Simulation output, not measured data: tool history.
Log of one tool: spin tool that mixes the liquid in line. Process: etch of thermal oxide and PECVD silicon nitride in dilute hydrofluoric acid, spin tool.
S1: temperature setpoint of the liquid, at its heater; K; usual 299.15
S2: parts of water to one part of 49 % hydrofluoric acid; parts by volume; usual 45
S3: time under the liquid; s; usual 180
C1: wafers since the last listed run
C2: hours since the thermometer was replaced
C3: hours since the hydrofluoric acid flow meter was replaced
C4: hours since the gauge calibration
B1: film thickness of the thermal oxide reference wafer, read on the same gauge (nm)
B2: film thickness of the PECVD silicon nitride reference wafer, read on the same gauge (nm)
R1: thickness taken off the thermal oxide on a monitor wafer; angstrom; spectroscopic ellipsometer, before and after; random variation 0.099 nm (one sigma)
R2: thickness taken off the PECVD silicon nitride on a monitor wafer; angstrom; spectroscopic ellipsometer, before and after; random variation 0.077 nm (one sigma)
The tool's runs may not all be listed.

run,hour,S1,S2,S3,C1,C2,C3,C4,B1,B2,R1,R2
1,0.0,299.15,45,180,0,2045.5,1006.1,625.8,119.97,60.00,217.3,104.0
2,35.5,299.15,45,180,186,2081.0,1041.6,661.3,120.00,60.02,218.5,105.5
3,53.4,299.15,45,180,94,2098.9,1059.5,679.2,119.99,60.00,218.3,105.4
# hour 72.7: thermometer replaced
4,106.6,299.15,45,180,274,33.9,1112.7,732.4,120.04,59.99,218.1,105.1
5,131.0,299.15,45,180,128,58.3,1137.1,756.8,119.99,59.99,215.3,106.1
6,145.8,299.15,45,180,77,73.1,1151.9,771.6,120.00,60.00,216.6,103.8
7,176.4,301.65,45,180,160,103.7,1182.5,802.2,119.95,59.99,237.3,123.5
8,202.0,299.15,45,180,134,129.3,1208.1,827.8,119.99,59.98,217.0,105.0
# hour 215.1: gauge calibrated
9,220.5,304.15,40,270,97,147.8,1226.6,5.4,120.01,59.99,447.8,245.0
10,245.7,299.15,35,225,132,173.0,1251.8,30.6,119.99,60.00,351.1,167.2
11,259.8,299.15,45,135,74,187.1,1265.9,44.7,120.01,59.97,161.5,79.0
# hour 297.5: hydrofluoric acid flow meter replaced
12,351.6,299.15,45,180,477,278.9,54.1,136.5,120.02,60.00,222.7,108.2
13,387.4,301.15,45,260,188,314.7,89.9,172.3,120.01,60.01,348.6,179.2
14,414.1,299.15,50,140,140,341.4,116.6,199.0,120.03,60.00,155.2,76.1
15,444.9,299.15,55,180,161,372.2,147.4,229.8,120.04,60.00,178.6,88.3
16,471.4,301.15,45,260,139,398.7,173.9,256.3,120.01,59.99,350.3,177.3
17,486.3,299.15,45,180,78,413.6,188.8,271.2,120.03,59.98,222.1,106.9
18,512.8,299.15,45,180,139,440.1,215.3,297.7,120.02,59.99,223.5,106.9
19,548.6,301.15,55,215,188,475.9,251.1,333.5,120.00,60.01,234.2,119.3
20,565.6,294.65,55,150,89,492.9,268.1,350.5,120.01,59.99,124.0,54.7
21,588.3,303.65,45,180,119,515.6,290.8,373.2,120.02,60.01,266.3,144.3
22,608.0,303.65,55,180,103,535.3,310.5,392.9,119.95,60.00,214.5,120.2
23,635.7,299.15,45,265,145,563.0,338.2,420.6,119.98,60.00,327.1,158.0
24,669.5,303.65,60,105,177,596.8,372.0,454.4,119.98,59.98,113.2,63.6
25,685.4,296.15,55,255,83,612.7,387.9,470.3,120.05,59.99,224.1,101.1
26,708.3,294.65,60,180,120,635.6,410.8,493.2,119.95,60.01,135.2,59.7

4 ways to go on from here, each from the tool as it stands after run 26. What would each give?
A,708.8,299.15,45,180,2,636.1,411.3,493.7,?,?,?,?
B,708.8,301.65,40,245,2,636.1,411.3,493.7,?,?,?,?
C,708.8,296.65,45,215,2,636.1,411.3,493.7,?,?,?,?
D,708.8,300.65,25,180,2,636.1,411.3,493.7,?,?,?,?

run,B1,B2,R1,R2
A,120.01,60.01,222.6,107.3
B,120.01,60.01,379.8,193.3
C,120.01,60.01,239.9,108.3
D,120.01,60.01,438.6,210.1
Without the tool's hidden state the same runs would have given:
run,R1,R2
A,226.5,109.0
B,386.4,196.5
C,244.1,110.1
D,446.1,213.4
